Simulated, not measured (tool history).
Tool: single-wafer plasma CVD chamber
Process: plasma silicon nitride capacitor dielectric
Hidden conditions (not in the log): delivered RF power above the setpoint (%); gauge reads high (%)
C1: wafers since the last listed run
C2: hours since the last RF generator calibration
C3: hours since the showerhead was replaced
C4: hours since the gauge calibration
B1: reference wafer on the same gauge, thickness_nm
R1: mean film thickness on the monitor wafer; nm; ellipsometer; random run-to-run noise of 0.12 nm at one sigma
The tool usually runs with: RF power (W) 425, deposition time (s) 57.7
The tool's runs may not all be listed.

run 1 hour=0 | RF_power_(W)=425 deposition_time_(s)=64.1 | C1=0 C2=935.7 C3=5218.8 C4=129.1 | B1=86.423 | R1=92.291
run 2 hour=17.7 | RF_power_(W)=425 deposition_time_(s)=64.1 | C1=309 C2=953.4 C3=5236.5 C4=146.8 | B1=86.388 | R1=92.002
run 3 hour=28.6 | RF_power_(W)=425 deposition_time_(s)=64.1 | C1=190 C2=964.3 C3=5247.4 C4=157.7 | B1=86.435 | R1=92.342
run 4 hour=44.2 | RF_power_(W)=425 deposition_time_(s)=57.7 | C1=272 C2=979.9 C3=5263 C4=173.3 | B1=86.397 | R1=82.949
run 5 hour=59.8 | RF_power_(W)=425 deposition_time_(s)=57.7 | C1=272 C2=995.5 C3=5278.6 C4=188.9 | B1=86.409 | R1=82.975
-- hour=77.3 showerhead replaced
run 6 hour=77.8 | RF_power_(W)=425 deposition_time_(s)=57.7 | C1=174 C2=1013.5 C3=0.5 C4=206.9 | B1=86.38 | R1=83.067
run 7 hour=82.4 | RF_power_(W)=425 deposition_time_(s)=61.6 | C1=80 C2=1018.1 C3=5.1 C4=211.5 | B1=86.392 | R1=88.678
-- hour=88.8 gauge calibrated
run 8 hour=91.4 | RF_power_(W)=425 deposition_time_(s)=61.6 | C1=157 C2=1027.1 C3=14.1 C4=2.6 | B1=86.413 | R1=88.763
-- hour=111.5 RF generator calibrated
run 9 hour=112 | RF_power_(W)=360 deposition_time_(s)=52.3 | C1=220 C2=0.5 C3=34.7 C4=23.2 | B1=86.384 | R1=72.22
run 10 hour=118.7 | RF_power_(W)=470 deposition_time_(s)=65 | C1=117 C2=7.2 C3=41.4 C4=29.9 | B1=86.419 | R1=96.069
run 11 hour=132.2 | RF_power_(W)=475 deposition_time_(s)=52.8 | C1=235 C2=20.7 C3=54.9 C4=43.4 | B1=86.415 | R1=78.233
run 12 hour=144.6 | RF_power_(W)=510 deposition_time_(s)=65.1 | C1=216 C2=33.1 C3=67.3 C4=55.8 | B1=86.385 | R1=98.102
run 13 hour=150.9 | RF_power_(W)=355 deposition_time_(s)=49.5 | C1=110 C2=39.4 C3=73.6 C4=62.1 | B1=86.416 | R1=68.368
run 14 hour=163.5 | RF_power_(W)=350 deposition_time_(s)=50.5 | C1=220 C2=52 C3=86.2 C4=74.7 | B1=86.417 | R1=69.189
run 15 hour=179 | RF_power_(W)=500 deposition_time_(s)=47.7 | C1=270 C2=67.5 C3=101.7 C4=90.2 | B1=86.401 | R1=71.377
run 16 hour=195.4 | RF_power_(W)=425 deposition_time_(s)=57.7 | C1=286 C2=83.9 C3=118.1 C4=106.6 | B1=86.44 | R1=83.297

Here are 5 independent what-if runs from the current tool condition. What would each one return?
run A hour=195.8 | RF_power_(W)=425 deposition_time_(s)=57.7 | C1=6 C2=84.3 C3=118.5 C4=107 | B1=? | R1=?
run B hour=195.8 | RF_power_(W)=395 deposition_time_(s)=46.2 | C1=6 C2=84.3 C3=118.5 C4=107 | B1=? | R1=?
run C hour=195.8 | RF_power_(W)=425 deposition_time_(s)=66.9 | C1=6 C2=84.3 C3=118.5 C4=107 | B1=? | R1=?
run D hour=195.8 | RF_power_(W)=425 deposition_time_(s)=66.7 | C1=6 C2=84.3 C3=118.5 C4=107 | B1=? | R1=?
run E hour=195.8 | RF_power_(W)=345 deposition_time_(s)=67 | C1=6 C2=84.3 C3=118.5 C4=107 | B1=? | R1=?

run=A B1=86.353 R1=83.049
run=B B1=86.353 R1=65.283
run=C B1=86.353 R1=96.291
run=D B1=86.353 R1=96.003
run=E B1=86.353 R1=91.558
Take away the tool's hidden state, keep each run's random variation, and the runs would have read:
run=A R1=83.049
run=B R1=65.283
run=C R1=96.291
run=D R1=96.003
run=E R1=91.558
